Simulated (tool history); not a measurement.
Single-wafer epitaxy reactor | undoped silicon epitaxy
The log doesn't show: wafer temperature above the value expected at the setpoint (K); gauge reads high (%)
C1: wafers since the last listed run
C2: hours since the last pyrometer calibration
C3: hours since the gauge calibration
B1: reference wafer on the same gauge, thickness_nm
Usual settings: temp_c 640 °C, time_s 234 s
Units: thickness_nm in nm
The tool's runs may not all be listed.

run 1 day=0 | temp_c=640 time_s=249 | C1=0 C2=935.3 C3=510.8 | B1=34.712 | thickness_nm=33.411
run 2 day=1.642 | temp_c=640 time_s=249 | C1=343 C2=974.7 C3=550.2 | B1=34.688 | thickness_nm=33.255
run 3 day=3.25 | temp_c=640 time_s=234 | C1=336 C2=1013.3 C3=588.8 | B1=34.725 | thickness_nm=31.125
run 4 day=4.267 | temp_c=640 time_s=234 | C1=212 C2=1037.7 C3=613.2 | B1=34.683 | thickness_nm=31.141
run 5 day=6.975 | temp_c=640 time_s=202 | C1=566 C2=1102.7 C3=678.2 | B1=34.734 | thickness_nm=26.735
run 6 day=8.154 | temp_c=640 time_s=202 | C1=246 C2=1131 C3=706.5 | B1=34.677 | thickness_nm=26.627
run 7 day=10.05 | temp_c=640 time_s=202 | C1=396 C2=1176.5 C3=752 | B1=34.703 | thickness_nm=26.603
run 8 day=12.025 | temp_c=640 time_s=234 | C1=413 C2=1223.9 C3=799.4 | B1=34.657 | thickness_nm=30.937
run 9 day=13.321 | temp_c=640 time_s=234 | C1=271 C2=1255 C3=830.5 | B1=34.709 | thickness_nm=30.851
run 10 day=15.675 | temp_c=652 time_s=234 | C1=492 C2=1311.5 C3=887 | B1=34.661 | thickness_nm=41.153
run 11 day=17.612 | temp_c=640 time_s=234 | C1=405 C2=1358 C3=933.5 | B1=34.655 | thickness_nm=30.506
run 12 day=19.312 | temp_c=654 time_s=234 | C1=355 C2=1398.8 C3=974.3 | B1=34.685 | thickness_nm=42.789
run 13 day=21.058 | temp_c=640 time_s=234 | C1=365 C2=1440.7 C3=1016.2 | B1=34.682 | thickness_nm=30.025
-- day=23.442 gauge calibrated
run 14 day=23.796 | temp_c=628 time_s=220 | C1=572 C2=1506.4 C3=8.5 | B1=34.682 | thickness_nm=20.591
-- day=28.421 pyrometer calibrated
run 15 day=29.633 | temp_c=646 time_s=234 | C1=1152 C2=29.1 C3=148.6 | B1=34.715 | thickness_nm=36.889
run 16 day=32.25 | temp_c=640 time_s=234 | C1=547 C2=91.9 C3=211.4 | B1=34.694 | thickness_nm=31.71
run 17 day=33.65 | temp_c=640 time_s=278 | C1=293 C2=125.5 C3=245 | B1=34.716 | thickness_nm=37.44
run 18 day=35.629 | temp_c=640 time_s=248 | C1=414 C2=173 C3=292.5 | B1=34.681 | thickness_nm=33.408
run 19 day=36.871 | temp_c=645 time_s=254 | C1=259 C2=202.8 C3=322.3 | B1=34.697 | thickness_nm=39.251
run 20 day=39.775 | temp_c=653 time_s=250 | C1=607 C2=272.5 C3=392 | B1=34.667 | thickness_nm=46.299
run 21 day=42.129 | temp_c=640 time_s=234 | C1=492 C2=329 C3=448.5 | B1=34.711 | thickness_nm=31.624

Forecast each of these 3 alternatives for the next run:
run A day=42.15 | temp_c=640 time_s=268 | C1=4 C2=329.5 C3=449 | B1=? | thickness_nm=?
run B day=42.15 | temp_c=651 time_s=271 | C1=4 C2=329.5 C3=449 | B1=? | thickness_nm=?
run C day=42.15 | temp_c=653 time_s=279 | C1=4 C2=329.5 C3=449 | B1=? | thickness_nm=?

run=A B1=34.638 thickness_nm=36.306
run=B B1=34.638 thickness_nm=48.366
run=C B1=34.638 thickness_nm=52.311
Without the tool's hidden state the same runs would have given:
run=A thickness_nm=36.613
run=B thickness_nm=48.763
run=C thickness_nm=52.739
